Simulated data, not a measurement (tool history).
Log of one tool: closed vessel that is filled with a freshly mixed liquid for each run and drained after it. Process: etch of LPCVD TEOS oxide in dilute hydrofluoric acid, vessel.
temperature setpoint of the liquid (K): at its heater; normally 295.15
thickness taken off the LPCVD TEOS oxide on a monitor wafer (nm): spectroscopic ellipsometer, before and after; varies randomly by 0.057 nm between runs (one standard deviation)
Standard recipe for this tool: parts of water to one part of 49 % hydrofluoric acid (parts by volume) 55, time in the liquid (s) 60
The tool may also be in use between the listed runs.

run   hour  temperature setpoint of the liquid (K)  parts of water to one part of 49 % hydrofluoric acid (parts by volume)  time in the liquid (s)  wafers since the last listed run  hours since the thermometer was replaced  hours since the hydrofluoric acid flow meter was replaced  hours since the gauge calibration  read-back film thickness of the LPCVD TEOS oxide reference wafer, read on the same gauge (nm)  thickness taken off the LPCVD TEOS oxide on a monitor wafer (nm)
  1    0.0                                  295.15                                                                      65                      60                                 0                                    2805.7                                                      689.0                              231.8                                                                                          70.00                                                             12.94
  2    7.9                                  295.15                                                                      35                      60                               739                                    2813.6                                                      696.9                              239.7                                                                                          70.03                                                             24.63
  3   18.0                                  295.15                                                                      55                      60                               945                                    2823.7                                                      707.0                              249.8                                                                                          70.02                                                             15.37
  4   26.3                                  295.15                                                                      55                      60                               776                                    2832.0                                                      715.3                              258.1                                                                                          70.03                                                             15.35
  5   34.0                                  295.15                                                                      55                      60                               720                                    2839.7                                                      723.0                              265.8                                                                                          70.03                                                             15.37
  6   40.7                                  298.15                                                                      55                      35                               627                                    2846.4                                                      729.7                              272.5                                                                                          69.97                                                             10.24
  7   55.5                                  295.15                                                                      55                      60                              1385                                    2861.2                                                      744.5                              287.3                                                                                          70.00                                                             15.37
  8   65.8                                  295.15                                                                      55                      60                               964                                    2871.5                                                      754.8                              297.6                                                                                          69.99                                                             15.37
  9   80.6                                  295.15                                                                      55                      60                              1385                                    2886.3                                                      769.6                              312.4                                                                                          70.01                                                             15.45
 10   89.4                                  298.15                                                                      55                      60                               823                                    2895.1                                                      778.4                              321.2                                                                                          70.02                                                             17.46
     105.2  -- thermometer replaced
 11  105.7                                  298.15                                                                      55                      60                              1432                                       0.5                                                      794.7                              337.5                                                                                          70.01                                                             19.53
     113.1  -- gauge calibrated
 12  115.0                                  295.15                                                                      55                      60                               870                                       9.8                                                      804.0                                1.9                                                                                          70.03                                                             17.26
 13  130.7                                  291.15                                                                      85                      60                              1469                                      25.5                                                      819.7                               17.6                                                                                          69.99                                                              9.11
 14  139.3                                  292.65                                                                      25                      60                               804                                      34.1                                                      828.3                               26.2                                                                                          69.99                                                             35.14
     144.7  -- hydrofluoric acid flow meter replaced
 15  150.0                                  299.65                                                                      40                      30                               907                                      44.8                                                        5.3                               36.9                                                                                          70.00                                                             13.63
 16  161.1                                  295.15                                                                      55                      60                              1038                                      55.9                                                       16.4                               48.0                                                                                          69.98                                                             16.10
 17  169.1                                  295.15                                                                      85                      50                               748                                      63.9                                                       24.4                               56.0                                                                                          69.97                                                              8.38
 18  177.2                                  290.65                                                                      75                      80                               758                                      72.0                                                       32.5                               64.1                                                                                          70.02                                                             12.77
 19  194.6                                  295.15                                                                      55                      85                              1628                                      89.4                                                       49.9                               81.5                                                                                          70.01                                                             22.94
 20  209.4                                  298.65                                                                      70                      30                              1385                                     104.2                                                       64.7                               96.3                                                                                          70.02                                                              7.21
 21  222.9                                  293.65                                                                      25                      45                              1263                                     117.7                                                       78.2                              109.8                                                                                          70.00                                                             26.10
 22  230.4                                  292.65                                                                      55                      60                               701                                     125.2                                                       85.7                              117.3                                                                                          69.98                                                             14.56
 23  237.3                                  291.65                                                                      55                      35                               645                                     132.1                                                       92.6                              124.2                                                                                          69.98                                                              8.16
 24  244.2                                  291.65                                                                      65                      60                               645                                     139.0                                                       99.5                              131.1                                                                                          70.03                                                             11.69
 25  254.5                                  297.65                                                                      55                      60                               964                                     149.3                                                      109.8                              141.4                                                                                          69.96                                                             17.99
 26  261.4                                  295.15                                                                      55                      60                               645                                     156.2                                                      116.7                              148.3                                                                                          70.02                                                             16.17
 27  271.3                                  295.15                                                                      55                      60                               926                                     166.1                                                      126.6                              158.2                                                                                          70.01                                                             16.13
 28  281.2                                  297.65                                                                      45                      70                               926                                     176.0                                                      136.5                              168.1                                                                                          70.01                                                             26.08
 29  297.6                                  295.15                                                                      55                      60                              1534                                     192.4                                                      152.9                              184.5                                                                                          69.98                                                             16.24
 30  312.6                                  292.15                                                                      55                      45                              1403                                     207.4                                                      167.9                              199.5                                                                                          70.01                                                             10.71
 31  323.6                                  292.15                                                                      25                      50                              1029                                     218.4                                                      178.9                              210.5                                                                                          69.98                                                             27.15
 32  337.4                                  295.15                                                                      80                      60                              1291                                     232.2                                                      192.7                              224.3                                                                                          69.99                                                             10.87

Measured minus without-hidden-state, run by run (identical run-to-run variation in each term; gauge scatter may differ):
Hidden state at play: liquid colder than its thermometer reads (K); hydrofluoric acid flow above the setpoint (%); gauge reads high (%).
run  thickness taken off the LPCVD TEOS oxide on a monitor wafer (nm)
  1                                                             -0.79
  2                                                             -1.61
  3                                                             -0.96
  4                                                             -0.95
  5                                                             -0.94
  6                                                             -0.60
  7                                                             -0.94
  8                                                             -0.93
  9                                                             -0.93
 10                                                             -0.99
 11                                                             +0.94
 12                                                             +0.82
 13                                                             +0.44
 14                                                             +1.59
 15                                                             -0.19
 16                                                             -0.22
 17                                                             -0.11
 18                                                             -0.17
 19                                                             -0.29
 20                                                             -0.08
 21                                                             -0.33
 22                                                             -0.18
 23                                                             -0.09
 24                                                             -0.13
 25                                                             -0.19
 26                                                             -0.17
 27                                                             -0.16
 28                                                             -0.24
 29                                                             -0.15
 30                                                             -0.11
 31                                                             -0.27
 32                                                             -0.07
